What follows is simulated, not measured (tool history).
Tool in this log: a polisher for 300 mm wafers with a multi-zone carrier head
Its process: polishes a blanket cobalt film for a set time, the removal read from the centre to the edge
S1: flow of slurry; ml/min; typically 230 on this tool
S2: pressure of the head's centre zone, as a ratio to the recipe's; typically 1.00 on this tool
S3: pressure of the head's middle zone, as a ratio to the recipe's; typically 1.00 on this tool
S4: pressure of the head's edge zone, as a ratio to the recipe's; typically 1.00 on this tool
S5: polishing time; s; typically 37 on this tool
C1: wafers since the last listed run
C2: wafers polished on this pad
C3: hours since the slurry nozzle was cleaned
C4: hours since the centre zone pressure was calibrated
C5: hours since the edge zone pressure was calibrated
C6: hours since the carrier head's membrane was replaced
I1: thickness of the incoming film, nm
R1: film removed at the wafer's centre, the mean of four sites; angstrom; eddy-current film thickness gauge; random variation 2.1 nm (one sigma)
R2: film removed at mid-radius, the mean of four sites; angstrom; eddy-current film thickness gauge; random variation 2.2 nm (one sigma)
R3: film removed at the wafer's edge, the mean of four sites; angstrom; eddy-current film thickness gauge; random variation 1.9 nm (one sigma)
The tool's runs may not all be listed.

| run | hour | S1 | S2 | S3 | S4 | S5 | C1 | C2 | C3 | C4 | C5 | C6 | I1 | R1 | R2 | R3 |
|---|---|---|---|---|---|---|---|---|---|---|---|---|---|---|---|---|
| 1 | 0.0 | 230 | 1.00 | 1.04 | 1.00 | 40 | 0 | 603 | 253.6 | 1542.4 | 1051.5 | 1104.1 | 602.9 | 1907 | 2012 | 1932 |
| 2 | 6.0 | 230 | 1.00 | 0.92 | 1.00 | 37 | 60 | 663 | 259.6 | 1548.4 | 1057.5 | 1110.1 | 605.9 | 1756 | 1647 | 1792 |
|  | 11.8 | slurry nozzle cleaned |
|  | 13.7 | worn pad replaced by a new one |
| 3 | 15.0 | 230 | 1.00 | 0.92 | 1.00 | 37 | 60 | 13 | 3.2 | 1557.4 | 1066.5 | 1119.1 | 600.2 | 2010 | 1867 | 2042 |
|  | 25.2 | carrier head's membrane replaced by a new one |
| 4 | 26.7 | 230 | 1.00 | 1.00 | 1.00 | 37 | 67 | 80 | 14.9 | 1569.1 | 1078.2 | 1.5 | 603.3 | 2000 | 2017 | 2027 |
| 5 | 46.0 | 230 | 1.00 | 1.00 | 1.00 | 37 | 193 | 273 | 34.2 | 1588.4 | 1097.5 | 20.8 | 604.0 | 1919 | 1940 | 1926 |
| 6 | 63.6 | 175 | 1.00 | 0.97 | 1.00 | 28 | 176 | 449 | 51.8 | 1606.0 | 1115.1 | 38.4 | 608.0 | 1359 | 1328 | 1386 |
|  | 73.5 | centre zone pressure recalibrated |
| 7 | 75.5 | 230 | 1.09 | 1.00 | 1.00 | 40 | 99 | 548 | 63.7 | 2.0 | 1127.0 | 50.3 | 601.3 | 2128 | 2004 | 1975 |
|  | 80.3 | worn pad replaced by a new one |
| 8 | 83.2 | 230 | 0.89 | 1.03 | 1.00 | 24 | 37 | 28 | 71.4 | 9.7 | 1134.7 | 58.0 | 600.0 | 1117 | 1297 | 1281 |
| 9 | 98.6 | 230 | 0.96 | 1.07 | 0.90 | 31 | 154 | 182 | 86.8 | 25.1 | 1150.1 | 73.4 | 603.4 | 1489 | 1649 | 1548 |
| 10 | 107.0 | 230 | 1.00 | 0.95 | 0.93 | 37 | 84 | 266 | 95.2 | 33.5 | 1158.5 | 81.8 | 596.3 | 1821 | 1807 | 1826 |
| 11 | 119.1 | 230 | 1.00 | 1.00 | 1.00 | 37 | 121 | 388 | 107.3 | 45.6 | 1170.6 | 93.9 | 602.1 | 1810 | 1809 | 1861 |
|  | 126.7 | edge zone pressure recalibrated |
| 12 | 136.5 | 210 | 1.00 | 1.11 | 1.04 | 37 | 154 | 542 | 124.7 | 63.0 | 9.8 | 111.3 | 606.2 | 1743 | 1897 | 1823 |
| 13 | 146.4 | 155 | 0.91 | 1.00 | 0.97 | 27 | 99 | 641 | 134.6 | 72.9 | 19.7 | 121.2 | 607.0 | 1098 | 1216 | 1218 |
| 14 | 154.5 | 250 | 0.92 | 1.11 | 1.00 | 43 | 81 | 722 | 142.7 | 81.0 | 27.8 | 129.3 | 598.3 | 1859 | 2253 | 2064 |
|  | 159.2 | worn pad replaced by a new one |
| 15 | 161.6 | 275 | 1.00 | 0.91 | 0.93 | 37 | 31 | 23 | 149.8 | 88.1 | 34.9 | 136.4 | 590.7 | 1970 | 1854 | 1943 |
| 16 | 171.7 | 230 | 1.00 | 1.00 | 1.00 | 37 | 101 | 125 | 159.9 | 98.2 | 45.0 | 146.5 | 607.8 | 1916 | 1906 | 1961 |
| 17 | 185.7 | 230 | 1.00 | 1.00 | 1.00 | 37 | 140 | 265 | 173.9 | 112.2 | 59.0 | 160.5 | 590.1 | 1846 | 1857 | 1927 |
| 18 | 200.6 | 230 | 1.00 | 1.00 | 1.09 | 37 | 149 | 414 | 188.8 | 127.1 | 73.9 | 175.4 | 599.5 | 1801 | 1808 | 1960 |
| 19 | 213.6 | 230 | 1.00 | 1.09 | 0.97 | 37 | 130 | 544 | 201.8 | 140.1 | 86.9 | 188.4 | 586.3 | 1771 | 1933 | 1828 |
| 20 | 224.3 | 230 | 1.09 | 1.00 | 1.00 | 40 | 107 | 651 | 212.5 | 150.8 | 97.6 | 199.1 | 604.4 | 2024 | 1926 | 1953 |
| 21 | 233.5 | 230 | 0.93 | 1.00 | 1.00 | 37 | 92 | 743 | 221.7 | 160.0 | 106.8 | 208.3 | 600.4 | 1592 | 1760 | 1766 |

Alternative continuations, all from the tool just after run 21; predict every row:
| A | 233.9 | 230 | 1.00 | 1.00 | 1.00 | 37 | 4 | 747 | 222.1 | 160.4 | 107.2 | 208.7 | 603.9 | ? | ? | ? |
| B | 233.9 | 230 | 0.96 | 0.96 | 1.00 | 37 | 4 | 747 | 222.1 | 160.4 | 107.2 | 208.7 | 603.9 | ? | ? | ? |
| C | 233.9 | 170 | 0.89 | 1.00 | 1.00 | 37 | 4 | 747 | 222.1 | 160.4 | 107.2 | 208.7 | 603.9 | ? | ? | ? |
| D | 233.9 | 175 | 1.00 | 1.00 | 1.07 | 37 | 4 | 747 | 222.1 | 160.4 | 107.2 | 208.7 | 603.9 | ? | ? | ? |
| E | 233.9 | 230 | 1.00 | 0.94 | 1.00 | 37 | 4 | 747 | 222.1 | 160.4 | 107.2 | 208.7 | 603.9 | ? | ? | ? |

| run | R1 | R2 | R3 |
|---|---|---|---|
| A | 1715 | 1715 | 1787 |
| B | 1648 | 1657 | 1788 |
| C | 1470 | 1654 | 1741 |
| D | 1652 | 1659 | 1805 |
| E | 1714 | 1628 | 1789 |
With no hidden state in the tool, these same runs would have given:
| run | R1 | R2 | R3 |
|---|---|---|---|
| A | 2035 | 2022 | 2080 |
| B | 1955 | 1954 | 2081 |
| C | 1765 | 1971 | 2040 |
| D | 1982 | 1975 | 2113 |
| E | 2034 | 1920 | 2082 |
